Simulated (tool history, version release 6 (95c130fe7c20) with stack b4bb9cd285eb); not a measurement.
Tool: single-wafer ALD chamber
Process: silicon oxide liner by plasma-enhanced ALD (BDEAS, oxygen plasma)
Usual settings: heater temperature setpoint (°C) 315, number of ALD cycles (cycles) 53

run,day,heater temperature setpoint (°C),number of ALD cycles (cycles),wafers since the last listed run,hours since the last thermocouple change,hours since the gauge calibration,"read-back reference wafer on the same gauge, thickness_nm",mean film thickness on the monitor wafer (Å)
1,0.000,315,53,0,2244.7,269.5,5.997,50.16
2,1.467,315,53,240,2279.9,304.7,5.985,49.68
3,2.038,322,53,93,2293.6,318.4,5.983,49.14
4,2.896,315,47,140,2314.2,339.0,5.975,44.22
5,4.321,315,53,233,2348.4,373.2,5.962,49.74
6,5.442,315,53,183,2375.3,400.1,5.953,49.51
# day 5.942: gauge calibrated
7,6.829,315,53,227,2408.6,21.3,6.023,50.30
8,7.879,315,53,171,2433.8,46.5,6.025,50.06
9,8.938,315,53,173,2459.2,71.9,6.021,50.44
10,9.492,305,49,90,2472.5,85.2,6.018,46.89
11,10.108,310,62,100,2487.3,100.0,6.018,59.09
12,10.817,310,50,116,2504.3,117.0,6.014,47.72
# day 11.762: thermocouple changed; heater temperature recalibrated
13,12.217,315,53,174,10.9,150.6,6.013,49.96
14,13.362,315,53,187,38.4,178.1,6.005,50.21
15,14.412,311,53,171,63.6,203.3,6.003,50.46
16,15.604,327,43,195,92.2,231.9,5.993,39.65
17,17.012,315,57,230,126.0,265.7,5.987,53.73
18,18.104,305,42,178,152.2,291.9,5.982,40.15

4 ways to go on from here, each from the tool as it stands after run 18. What would each give?
A,18.125,315,58,3,152.7,292.4,?,?
B,18.125,315,61,3,152.7,292.4,?,?
C,18.125,328,44,3,152.7,292.4,?,?
D,18.125,324,60,3,152.7,292.4,?,?

run,"read-back reference wafer on the same gauge, thickness_nm",mean film thickness on the monitor wafer (Å)
A,5.980,54.42
B,5.980,57.23
C,5.980,40.41
D,5.980,55.47
Without the tool's hidden state the same runs would have given:
run,mean film thickness on the monitor wafer (Å)
A,54.97
B,57.82
C,40.82
D,56.03
